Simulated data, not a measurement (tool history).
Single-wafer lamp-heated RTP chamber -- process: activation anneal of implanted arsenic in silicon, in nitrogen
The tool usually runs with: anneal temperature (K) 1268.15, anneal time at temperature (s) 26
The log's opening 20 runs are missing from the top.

run,hour,anneal temperature (K),anneal time at temperature (s),"read-back reference wafer on the same gauge, sheet resistance",sheet resistance of the implanted and annealed layer (ohm/square)
21,219.6,1283.15,16,544.04,541.37
22,230.4,1289.15,20,544.04,536.45
23,244.9,1268.15,26,544.18,541.91
24,259,1246.15,19,544.22,552
25,269.9,1244.15,33,543.82,546.43
26,280.1,1243.15,40,544.03,543.95
27,291.5,1296.15,26,543.83,527.06
28,301.8,1242.15,26,544.03,547.7
29,312.6,1268.15,26,544.23,540
30,318.8,1268.15,26,543.79,540.04
31,329.5,1268.15,26,544.02,538.77
32,338.5,1268.15,17,544.13,544.91
33,345.2,1268.15,37,543.94,532.32
34,363.1,1268.15,16,543.97,547.42
35,372.5,1238.15,26,543.91,548.23
36,384.1,1268.15,32,543.8,534.8

5 options for the next run, each taken on its own from the tool as it stands now. Forecast them:
A,384.5,1268.15,26,?,?
B,384.5,1268.15,21,?,?
C,384.5,1254.15,18,?,?
D,384.5,1288.15,14,?,?
E,384.5,1296.15,15,?,?

run,"read-back reference wafer on the same gauge, sheet resistance",sheet resistance of the implanted and annealed layer (ohm/square)
A,544.05,537.53
B,544.05,540.84
C,544.05,547.29
D,544.05,539.82
E,544.05,535.55
Without the tool's hidden state the same runs would have given:
run,sheet resistance of the implanted and annealed layer (ohm/square)
A,540.55
B,543.53
C,549.38
D,542.56
E,538.66
